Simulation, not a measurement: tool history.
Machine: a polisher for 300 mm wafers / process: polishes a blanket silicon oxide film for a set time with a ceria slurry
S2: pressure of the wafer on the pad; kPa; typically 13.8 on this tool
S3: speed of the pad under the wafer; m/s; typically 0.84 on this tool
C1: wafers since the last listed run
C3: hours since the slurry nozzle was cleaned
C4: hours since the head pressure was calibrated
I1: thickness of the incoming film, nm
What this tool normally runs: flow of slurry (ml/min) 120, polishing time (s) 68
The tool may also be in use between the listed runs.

{"run": 1, "day": 0.0, "flow of slurry (ml/min)": 120, "S2": 13.8, "S3": 0.94, "polishing time (s)": 68, "C1": 0, "wafers polished on this pad": 1409, "C3": 367.3, "C4": 1139.0, "I1": 1079.6, "film removed (angstrom)": 1875}
{"day": 5.9, "done": "slurry nozzle cleaned"}
{"day": 6.096, "done": "worn pad replaced by a new one"}
{"run": 2, "day": 7.379, "flow of slurry (ml/min)": 120, "S2": 13.8, "S3": 0.94, "polishing time (s)": 68, "C1": 2526, "wafers polished on this pad": 452, "C3": 35.5, "C4": 1316.1, "I1": 1081.9, "film removed (angstrom)": 1918}
{"run": 3, "day": 10.0, "flow of slurry (ml/min)": 120, "S2": 13.8, "S3": 0.84, "polishing time (s)": 68, "C1": 923, "wafers polished on this pad": 1375, "C3": 98.4, "C4": 1379.0, "I1": 1088.3, "film removed (angstrom)": 1800}
{"run": 4, "day": 11.754, "flow of slurry (ml/min)": 120, "S2": 13.8, "S3": 0.84, "polishing time (s)": 68, "C1": 618, "wafers polished on this pad": 1993, "C3": 140.5, "C4": 1421.1, "I1": 1067.7, "film removed (angstrom)": 1797}
{"run": 5, "day": 12.867, "flow of slurry (ml/min)": 120, "S2": 13.8, "S3": 0.84, "polishing time (s)": 68, "C1": 392, "wafers polished on this pad": 2385, "C3": 167.2, "C4": 1447.8, "I1": 1091.5, "film removed (angstrom)": 1801}
{"run": 6, "day": 14.979, "flow of slurry (ml/min)": 120, "S2": 13.8, "S3": 0.84, "polishing time (s)": 68, "C1": 744, "wafers polished on this pad": 3130, "C3": 217.9, "C4": 1498.5, "I1": 1054.8, "film removed (angstrom)": 1743}
{"day": 15.942, "done": "worn pad replaced by a new one"}
{"run": 7, "day": 17.333, "flow of slurry (ml/min)": 120, "S2": 13.8, "S3": 0.84, "polishing time (s)": 68, "C1": 770, "wafers polished on this pad": 490, "C3": 274.4, "C4": 1555.0, "I1": 1085.3, "film removed (angstrom)": 1820}
{"day": 19.233, "done": "head pressure recalibrated"}
{"run": 8, "day": 19.612, "flow of slurry (ml/min)": 120, "S2": 13.8, "S3": 0.96, "polishing time (s)": 68, "C1": 773, "wafers polished on this pad": 1263, "C3": 329.1, "C4": 9.1, "I1": 1078.1, "film removed (angstrom)": 1752}
{"run": 9, "day": 22.204, "flow of slurry (ml/min)": 120, "S2": 13.8, "S3": 0.96, "polishing time (s)": 68, "C1": 913, "wafers polished on this pad": 2177, "C3": 391.3, "C4": 71.3, "I1": 1081.5, "film removed (angstrom)": 1742}
{"run": 10, "day": 23.262, "flow of slurry (ml/min)": 120, "S2": 13.8, "S3": 0.96, "polishing time (s)": 68, "C1": 372, "wafers polished on this pad": 2550, "C3": 416.7, "C4": 96.7, "I1": 1072.7, "film removed (angstrom)": 1776}
{"day": 23.538, "done": "worn pad replaced by a new one"}
{"day": 24.092, "done": "slurry nozzle cleaned"}
{"run": 11, "day": 25.671, "flow of slurry (ml/min)": 160, "S2": 13.8, "S3": 0.84, "polishing time (s)": 68, "C1": 775, "wafers polished on this pad": 737, "C3": 37.9, "C4": 154.5, "I1": 1097.9, "film removed (angstrom)": 1666}
{"run": 12, "day": 27.346, "flow of slurry (ml/min)": 120, "S2": 13.8, "S3": 0.98, "polishing time (s)": 68, "C1": 590, "wafers polished on this pad": 1327, "C3": 78.1, "C4": 194.7, "I1": 1075.4, "film removed (angstrom)": 1792}
{"run": 13, "day": 28.675, "flow of slurry (ml/min)": 90, "S2": 13.8, "S3": 0.84, "polishing time (s)": 68, "C1": 468, "wafers polished on this pad": 1796, "C3": 110.0, "C4": 226.6, "I1": 1102.0, "film removed (angstrom)": 1480}
{"run": 14, "day": 30.817, "flow of slurry (ml/min)": 120, "S2": 13.8, "S3": 0.62, "polishing time (s)": 68, "C1": 754, "wafers polished on this pad": 2550, "C3": 161.4, "C4": 278.0, "I1": 1087.5, "film removed (angstrom)": 1364}
{"day": 32.0, "done": "worn pad replaced by a new one"}
{"run": 15, "day": 33.738, "flow of slurry (ml/min)": 120, "S2": 11.7, "S3": 1.0, "polishing time (s)": 80, "C1": 970, "wafers polished on this pad": 612, "C3": 231.5, "C4": 348.1, "I1": 1089.1, "film removed (angstrom)": 1833}
{"run": 16, "day": 34.842, "flow of slurry (ml/min)": 120, "S2": 10.3, "S3": 0.84, "polishing time (s)": 68, "C1": 389, "wafers polished on this pad": 1001, "C3": 258.0, "C4": 374.6, "I1": 1084.7, "film removed (angstrom)": 1247}
{"run": 17, "day": 36.396, "flow of slurry (ml/min)": 120, "S2": 9.7, "S3": 0.84, "polishing time (s)": 68, "C1": 547, "wafers polished on this pad": 1548, "C3": 295.3, "C4": 411.9, "I1": 1091.9, "film removed (angstrom)": 1165}
{"run": 18, "day": 38.579, "flow of slurry (ml/min)": 120, "S2": 13.8, "S3": 0.84, "polishing time (s)": 68, "C1": 769, "wafers polished on this pad": 2318, "C3": 347.7, "C4": 464.3, "I1": 1094.0, "film removed (angstrom)": 1648}
{"run": 19, "day": 40.421, "flow of slurry (ml/min)": 120, "S2": 13.8, "S3": 0.84, "polishing time (s)": 68, "C1": 648, "wafers polished on this pad": 2967, "C3": 391.9, "C4": 508.5, "I1": 1098.4, "film removed (angstrom)": 1649}
{"day": 41.792, "done": "worn pad replaced by a new one"}
{"run": 20, "day": 42.462, "flow of slurry (ml/min)": 120, "S2": 17.2, "S3": 0.94, "polishing time (s)": 61, "C1": 660, "wafers polished on this pad": 236, "C3": 440.9, "C4": 557.5, "I1": 1074.6, "film removed (angstrom)": 1985}
{"run": 21, "day": 44.088, "flow of slurry (ml/min)": 85, "S2": 13.8, "S3": 0.84, "polishing time (s)": 61, "C1": 572, "wafers polished on this pad": 808, "C3": 479.9, "C4": 596.5, "I1": 1066.8, "film removed (angstrom)": 1418}

Hidden state, per run?
removal rate lost through wear of the pad, %: 0 at every run
slurry flow missing at the pad, %: 0 at every run
H1: deviation of the head's pressure from its setpoint, %
run=1 H1=10.3
run=2 H1=11.7
run=3 H1=12.2
run=4 H1=12.6
run=5 H1=12.8
run=6 H1=13.2
run=7 H1=13.6
run=8 H1=0.426
run=9 H1=0.928
run=10 H1=1.13
run=11 H1=1.6
run=12 H1=1.92
run=13 H1=2.18
run=14 H1=2.59
run=15 H1=3.16
run=16 H1=3.37
run=17 H1=3.67
run=18 H1=4.09
run=19 H1=4.45
run=20 H1=4.85
run=21 H1=5.16
